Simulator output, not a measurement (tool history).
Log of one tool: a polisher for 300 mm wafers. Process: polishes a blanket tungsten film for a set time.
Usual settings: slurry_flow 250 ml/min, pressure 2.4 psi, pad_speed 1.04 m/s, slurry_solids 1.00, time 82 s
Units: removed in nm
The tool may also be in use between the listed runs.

run	day	slurry_flow	pressure	pad_speed	slurry_solids	time	wafers since the last listed run	wafers polished on this pad	hours since the slurry nozzle was cleaned	hours since the head pressure was calibrated	hours since the slurry blender was calibrated	hours since the slurry got fresh peroxide	incoming thickness of the incoming film, nm	removed
1	0.000	250	2.4	1.04	1.20	82	0	1184	480.5	730.1	289.5	365.9	973.9	262.4
# day 2.729: slurry tank refilled with fresh slurry and peroxide
# day 5.538: slurry blender recalibrated
2	7.533	250	2.4	1.04	1.00	82	1200	2385	661.3	910.9	47.9	115.3	967.0	265.2
3	9.329	250	2.4	1.04	1.00	82	291	2676	704.4	954.0	91.0	158.4	978.9	261.7
# day 10.529: worn pad replaced by a new one
4	11.204	250	2.4	1.04	1.00	82	276	109	749.4	999.0	136.0	203.4	987.2	256.7
5	12.250	250	2.7	1.04	1.00	82	169	278	774.5	1024.1	161.1	228.5	967.6	294.7
# day 12.408: slurry nozzle cleaned
6	15.242	250	1.6	0.90	1.00	73	478	756	68.0	1095.9	232.9	300.3	961.9	139.1
# day 16.567: head pressure recalibrated
7	16.708	250	3.1	0.70	1.00	82	224	981	103.2	3.4	268.1	335.5	979.8	254.0
8	18.067	250	1.9	0.70	1.20	104	220	1201	135.8	36.0	300.7	368.1	964.6	207.8
9	19.329	220	1.8	1.04	1.00	82	204	1405	166.1	66.3	331.0	398.4	980.3	178.6
10	20.708	250	2.4	1.04	1.00	107	223	1629	199.2	99.4	364.1	431.5	982.5	308.5
# day 22.279: slurry blender recalibrated
11	22.312	250	2.0	1.04	1.00	82	246	1875	237.7	137.9	0.8	470.0	953.9	195.1
# day 22.929: slurry tank refilled with fresh slurry and peroxide
12	23.488	225	1.7	1.04	1.00	82	183	2059	265.9	166.1	29.0	13.4	971.0	181.4
13	26.425	300	2.1	1.04	1.00	82	476	2535	336.4	236.6	99.5	83.9	973.4	237.6
# day 27.404: worn pad replaced by a new one
14	29.038	280	1.8	1.04	1.10	82	396	264	399.1	299.3	162.2	146.6	961.2	201.6
15	31.667	190	2.4	1.16	0.70	102	426	690	462.2	362.4	225.3	209.7	973.9	302.5
# day 38.671: slurry blender recalibrated
16	39.688	250	2.0	0.84	1.00	82	1286	1977	654.7	554.9	24.4	402.2	978.1	177.6
# day 42.296: slurry tank refilled with fresh slurry and peroxide
17	42.554	285	2.4	1.04	1.00	82	457	2435	723.5	623.7	93.2	6.2	969.0	265.0
# day 42.946: worn pad replaced by a new one
# day 43.112: slurry nozzle cleaned
18	43.571	160	2.7	1.04	1.00	100	131	94	11.0	648.1	117.6	30.6	969.3	345.2
19	44.771	250	2.4	1.04	1.00	82	194	288	39.8	676.9	146.4	59.4	956.3	269.5
20	46.838	210	2.4	0.74	0.75	62	334	623	89.4	726.5	196.0	109.0	973.6	146.9
21	48.771	250	2.4	1.40	1.00	82	313	937	135.8	772.9	242.4	155.4	978.4	318.0
22	51.450	210	2.7	1.04	0.70	82	434	1371	200.1	837.2	306.7	219.7	966.8	253.4
23	53.642	250	2.4	1.04	1.00	82	355	1726	252.7	889.8	359.3	272.3	977.1	261.1
24	55.867	315	2.4	0.76	1.10	58	360	2087	306.1	943.2	412.7	325.7	951.1	156.7
# day 55.979: slurry blender recalibrated
25	58.283	250	2.4	1.04	1.00	82	378	2465	364.1	1001.2	55.3	383.7	971.2	246.7
# day 58.883: slurry tank refilled with fresh slurry and peroxide
26	61.042	250	2.4	1.04	1.00	82	440	2905	430.3	1067.4	121.5	51.8	964.9	261.6

4 ways to go on from here, each from the tool as it stands after run 26. What would each give?
A	61.058	250	2.4	1.26	1.00	82	2	2908	430.7	1067.8	121.9	52.2	967.7	?
B	61.058	330	1.9	1.04	1.20	90	2	2908	430.7	1067.8	121.9	52.2	967.7	?
C	61.058	250	2.4	1.04	1.00	109	2	2908	430.7	1067.8	121.9	52.2	967.7	?
D	61.058	335	2.6	1.04	1.15	61	2	2908	430.7	1067.8	121.9	52.2	967.7	?

run	removed
A	302.6
B	252.0
C	355.3
D	231.2
Without the tool's hidden state the same runs would have given:
run	removed
A	307.0
B	255.7
C	360.5
D	234.6
